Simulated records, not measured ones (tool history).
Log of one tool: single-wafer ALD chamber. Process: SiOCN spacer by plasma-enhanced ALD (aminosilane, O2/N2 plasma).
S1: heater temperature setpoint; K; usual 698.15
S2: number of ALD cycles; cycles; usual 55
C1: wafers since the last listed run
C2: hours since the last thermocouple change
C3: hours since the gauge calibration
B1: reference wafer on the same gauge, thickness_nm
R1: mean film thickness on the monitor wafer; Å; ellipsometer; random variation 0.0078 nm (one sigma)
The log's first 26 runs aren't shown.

run      day      S1  S2    C1     C2      C3     B1     R1
 27   90.912  686.15  65   367  988.3   239.8  3.279  39.28
      92.992  -- thermocouple changed; heater temperature recalibrated
 28   93.012  711.15  45   174    0.5   290.2  3.281  24.55
 29   99.242  705.15  49   615    150   439.7  3.279  27.39
 30  100.871  698.15  55   161  189.1   478.8  3.283  31.65
 31  108.158  709.15  61   720    364   653.7   3.28  34.05
 32  112.479  710.15  62   427  467.7   757.4   3.28   34.4
 33    116.8  698.15  55   427  571.4   861.1  3.278  31.77
 34  130.125  694.15  45  1317  891.2  1180.9   3.28  26.55

The next listed run, before its measurement:
 35  132.558  698.15  59  240  949.6  1239.3   ?   ?

Run 35 gave B1 3.282, R1 34.34 Å.
Without the tool's hidden state the same run would have given R1 33.72 Å.
